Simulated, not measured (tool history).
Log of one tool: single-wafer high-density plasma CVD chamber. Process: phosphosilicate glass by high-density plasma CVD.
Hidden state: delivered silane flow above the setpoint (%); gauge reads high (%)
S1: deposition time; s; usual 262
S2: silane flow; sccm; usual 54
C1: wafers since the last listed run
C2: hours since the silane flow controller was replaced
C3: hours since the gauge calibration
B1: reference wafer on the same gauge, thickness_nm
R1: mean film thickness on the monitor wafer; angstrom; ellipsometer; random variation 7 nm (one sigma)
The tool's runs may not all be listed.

run 1 hour=0 | S1=247 S2=54 | C1=0 C2=4235.5 C3=607.9 | B1=1579.754 | R1=13073.04
run 2 hour=47.3 | S1=247 S2=54 | C1=266 C2=4282.8 C3=655.2 | B1=1578.843 | R1=12862.37
run 3 hour=129.6 | S1=247 S2=54 | C1=463 C2=4365.1 C3=737.5 | B1=1576.579 | R1=12925.61
run 4 hour=216.4 | S1=262 S2=54 | C1=488 C2=4451.9 C3=824.3 | B1=1575.847 | R1=13864.9
run 5 hour=288.4 | S1=262 S2=54 | C1=405 C2=4523.9 C3=896.3 | B1=1574.034 | R1=13783.73
-- hour=300.6 gauge calibrated
run 6 hour=341.9 | S1=262 S2=54 | C1=301 C2=4577.4 C3=41.3 | B1=1622.599 | R1=14178.2
run 7 hour=393.2 | S1=262 S2=54 | C1=288 C2=4628.7 C3=92.6 | B1=1615.774 | R1=14064.85
run 8 hour=484.7 | S1=262 S2=54 | C1=515 C2=4720.2 C3=184.1 | B1=1599.873 | R1=14104.12
-- hour=591.9 silane flow controller replaced
run 9 hour=592.4 | S1=262 S2=54 | C1=561 C2=0.5 C3=291.8 | B1=1592.168 | R1=13947.48
run 10 hour=654.4 | S1=303 S2=54 | C1=349 C2=62.5 C3=353.8 | B1=1587.631 | R1=16049.46
run 11 hour=759.7 | S1=303 S2=54 | C1=592 C2=167.8 C3=459.1 | B1=1579.796 | R1=16009.35
run 12 hour=831.7 | S1=235 S2=51 | C1=405 C2=239.8 C3=531.1 | B1=1576.061 | R1=11774.79
run 13 hour=882.7 | S1=286 S2=57 | C1=287 C2=290.8 C3=582.1 | B1=1573.424 | R1=15829.45
run 14 hour=938.8 | S1=262 S2=54 | C1=315 C2=346.9 C3=638.2 | B1=1574.467 | R1=13824.19
run 15 hour=1016.5 | S1=276 S2=62 | C1=437 C2=424.6 C3=715.9 | B1=1571.208 | R1=16292.23
run 16 hour=1079.8 | S1=310 S2=54 | C1=356 C2=487.9 C3=779.2 | B1=1570.799 | R1=16168.77
run 17 hour=1119.1 | S1=292 S2=51 | C1=221 C2=527.2 C3=818.5 | B1=1569.366 | R1=14542.98
run 18 hour=1280.1 | S1=262 S2=54 | C1=906 C2=688.2 C3=979.5 | B1=1567.603 | R1=13724.87
-- hour=1306.1 gauge calibrated
run 19 hour=1348.3 | S1=262 S2=54 | C1=384 C2=756.4 C3=42.2 | B1=1638.669 | R1=14264.52
run 20 hour=1669.9 | S1=262 S2=57 | C1=1810 C2=1078 C3=363.8 | B1=1603.398 | R1=14585.81
run 21 hour=1734.1 | S1=300 S2=64 | C1=361 C2=1142.2 C3=428 | B1=1597.839 | R1=18459.71
run 22 hour=1834 | S1=262 S2=62 | C1=562 C2=1242.1 C3=527.9 | B1=1593.587 | R1=15748.19

5 ways to go on from here, each from the tool as it stands after run 22. What would each give?
run A hour=1834.5 | S1=262 S2=54 | C1=2 C2=1242.6 C3=528.4 | B1=? | R1=?
run B hour=1834.5 | S1=262 S2=65 | C1=2 C2=1242.6 C3=528.4 | B1=? | R1=?
run C hour=1834.5 | S1=247 S2=57 | C1=2 C2=1242.6 C3=528.4 | B1=? | R1=?
run D hour=1834.5 | S1=219 S2=51 | C1=2 C2=1242.6 C3=528.4 | B1=? | R1=?
run E hour=1834.5 | S1=281 S2=54 | C1=2 C2=1242.6 C3=528.4 | B1=? | R1=?

run=A B1=1592.507 R1=13961.45
run=B B1=1592.507 R1=16440.35
run=C B1=1592.507 R1=13799.49
run=D B1=1592.507 R1=11104.96
run=E B1=1592.507 R1=14973.92
Without the tool's hidden state the same runs would have given:
run=A R1=14368.49
run=B R1=16919.66
run=C R1=14201.8
run=D R1=11428.72
run=E R1=15410.47
